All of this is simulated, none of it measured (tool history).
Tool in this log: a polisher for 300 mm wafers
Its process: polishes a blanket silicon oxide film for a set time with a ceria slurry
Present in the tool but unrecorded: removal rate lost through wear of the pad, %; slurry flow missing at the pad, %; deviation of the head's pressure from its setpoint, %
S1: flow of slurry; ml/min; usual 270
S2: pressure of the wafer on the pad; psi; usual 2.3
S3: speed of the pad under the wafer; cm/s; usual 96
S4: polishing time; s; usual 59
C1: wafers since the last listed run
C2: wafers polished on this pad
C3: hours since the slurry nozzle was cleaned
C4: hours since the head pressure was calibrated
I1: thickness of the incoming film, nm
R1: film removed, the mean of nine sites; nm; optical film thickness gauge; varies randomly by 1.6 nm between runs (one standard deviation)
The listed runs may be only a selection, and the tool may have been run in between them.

Run 1, hour 0.0: usual settings but S4 52 s; C1 0; C2 45; C3 693.2; C4 1056.4; I1 1326.4. Result: R1 135.2 nm.
Run 2, hour 18.5: usual settings but S4 52 s; C1 124; C2 169; C3 711.7; C4 1074.9; I1 1329.4. Result: R1 131.3 nm.
At hour 42.8: slurry nozzle cleaned.
Run 3, hour 47.3: usual settings but S4 52 s; C1 186; C2 355; C3 4.5; C4 1103.7; I1 1303.0. Result: R1 142.5 nm.
Run 4, hour 83.2: usual settings; C1 240; C2 596; C3 40.4; C4 1139.6; I1 1335.0. Result: R1 158.9 nm.
Run 5, hour 114.9: usual settings; C1 212; C2 809; C3 72.1; C4 1171.3; I1 1314.6. Result: R1 162.2 nm.
At hour 151.8: worn pad replaced by a new one.
Run 6, hour 169.7: usual settings but S4 75 s; C1 340; C2 120; C3 126.9; C4 1226.1; I1 1304.4. Result: R1 205.5 nm.
Run 7, hour 182.6: usual settings but S4 75 s; C1 86; C2 206; C3 139.8; C4 1239.0; I1 1317.6. Result: R1 205.4 nm.
Run 8, hour 203.7: usual settings; C1 141; C2 348; C3 160.9; C4 1260.1; I1 1312.2. Result: R1 162.1 nm.
Run 9, hour 219.1: usual settings; C1 103; C2 451; C3 176.3; C4 1275.5; I1 1333.3. Result: R1 158.6 nm.
Run 10, hour 270.1: usual settings but S2 1.7 psi; C1 342; C2 794; C3 227.3; C4 1326.5; I1 1333.1. Result: R1 123.4 nm.
Run 11, hour 296.3: usual settings but S2 1.7 psi; C1 175; C2 969; C3 253.5; C4 1352.7; I1 1328.6. Result: R1 123.8 nm.
At hour 304.2: worn pad replaced by a new one.
Run 12, hour 328.6: usual settings but S1 340 ml/min; C1 189; C2 163; C3 285.8; C4 1385.0; I1 1329.8. Result: R1 159.6 nm.
Run 13, hour 386.4: usual settings but S1 340 ml/min; C1 387; C2 551; C3 343.6; C4 1442.8; I1 1306.3. Result: R1 165.4 nm.
Run 14, hour 404.1: usual settings but S1 230 ml/min, S4 45 s; C1 118; C2 670; C3 361.3; C4 1460.5; I1 1311.5. Result: R1 119.4 nm.
At hour 424.3: head pressure recalibrated.
Run 15, hour 427.7: usual settings but S1 230 ml/min, S4 45 s; C1 144; C2 815; C3 384.9; C4 3.4; I1 1313.7. Result: R1 120.8 nm.
Run 16, hour 452.6: usual settings; C1 167; C2 982; C3 409.8; C4 28.3; I1 1343.1. Result: R1 156.3 nm.
At hour 466.4: worn pad replaced by a new one.
Run 17, hour 488.3: usual settings but S2 3.0 psi, S3 122 cm/s; C1 212; C2 147; C3 445.5; C4 64.0; I1 1316.6. Result: R1 240.8 nm.
Run 18, hour 512.0: usual settings but S1 230 ml/min, S4 45 s; C1 159; C2 306; C3 469.2; C4 87.7; I1 1304.7. Result: R1 117.0 nm.
Run 19, hour 536.1: usual settings but S1 225 ml/min, S4 48 s; C1 161; C2 467; C3 493.3; C4 111.8; I1 1322.9. Result: R1 123.7 nm.
Run 20, hour 558.1: usual settings; C1 147; C2 615; C3 515.3; C4 133.8; I1 1319.1. Result: R1 153.8 nm.
Run 21, hour 586.9: usual settings but S1 185 ml/min, S2 2.7 psi, S3 80 cm/s, S4 72 s; C1 193; C2 808; C3 544.1; C4 162.6; I1 1342.8. Result: R1 183.5 nm.
Run 22, hour 604.0: usual settings but S1 300 ml/min, S2 2.0 psi, S3 76 cm/s, S4 48 s; C1 114; C2 923; C3 561.2; C4 179.7; I1 1335.9. Result: R1 95.8 nm.
Run 23, hour 617.6: usual settings; C1 91; C2 1014; C3 574.8; C4 193.3; I1 1316.0. Result: R1 153.1 nm.
Run 24, hour 633.5: usual settings but S1 345 ml/min; C1 106; C2 1121; C3 590.7; C4 209.2; I1 1300.9. Result: R1 159.8 nm.
At hour 654.9: worn pad replaced by a new one.
Run 25, hour 664.3: usual settings; C1 179; C2 63; C3 621.5; C4 240.0; I1 1300.2. Result: R1 152.6 nm.
Run 26, hour 687.2: usual settings but S1 300 ml/min, S2 1.6 psi, S3 122 cm/s, S4 68 s; C1 153; C2 216; C3 644.4; C4 262.9; I1 1314.5. Result: R1 158.8 nm.
At hour 688.6: slurry nozzle cleaned.
Run 27, hour 726.7: usual settings but S1 205 ml/min, S2 2.6 psi, S3 80 cm/s, S4 79 s; C1 258; C2 475; C3 38.1; C4 302.4; I1 1313.5. Result: R1 201.3 nm.
Run 28, hour 745.6: usual settings but S3 70 cm/s, S4 70 s; C1 126; C2 601; C3 57.0; C4 321.3; I1 1296.2. Result: R1 149.6 nm.
Run 29, hour 772.8: usual settings but S1 360 ml/min, S3 112 cm/s, S4 43 s; C1 182; C2 784; C3 84.2; C4 348.5; I1 1335.7. Result: R1 132.2 nm.
At hour 850.9: worn pad replaced by a new one.
Run 30, hour 872.1: usual settings but S2 2.5 psi, S3 110 cm/s; C1 639; C2 142; C3 183.5; C4 447.8; I1 1318.4. Result: R1 194.2 nm.

3 options for the next run, each taken on its own from the tool as it stands now. Forecast them:
Run A, hour 872.5: usual settings; C1 2; C2 144; C3 183.9; C4 448.2; I1 1307.7. Result: R1 ?.
Run B, hour 872.5: usual settings but S1 240 ml/min; C1 2; C2 144; C3 183.9; C4 448.2; I1 1307.7. Result: R1 ?.
Run C, hour 872.5: usual settings but S1 245 ml/min, S2 1.6 psi, S3 106 cm/s, S4 44 s; C1 2; C2 144; C3 183.9; C4 448.2; I1 1307.7. Result: R1 ?.

run     R1
  A  160.5
  B  158.9
  C   93.3
With the hidden condition removed and each run's random variation left untouched, the same runs would have given:
run     R1
  A  161.1
  B  159.6
  C   93.8

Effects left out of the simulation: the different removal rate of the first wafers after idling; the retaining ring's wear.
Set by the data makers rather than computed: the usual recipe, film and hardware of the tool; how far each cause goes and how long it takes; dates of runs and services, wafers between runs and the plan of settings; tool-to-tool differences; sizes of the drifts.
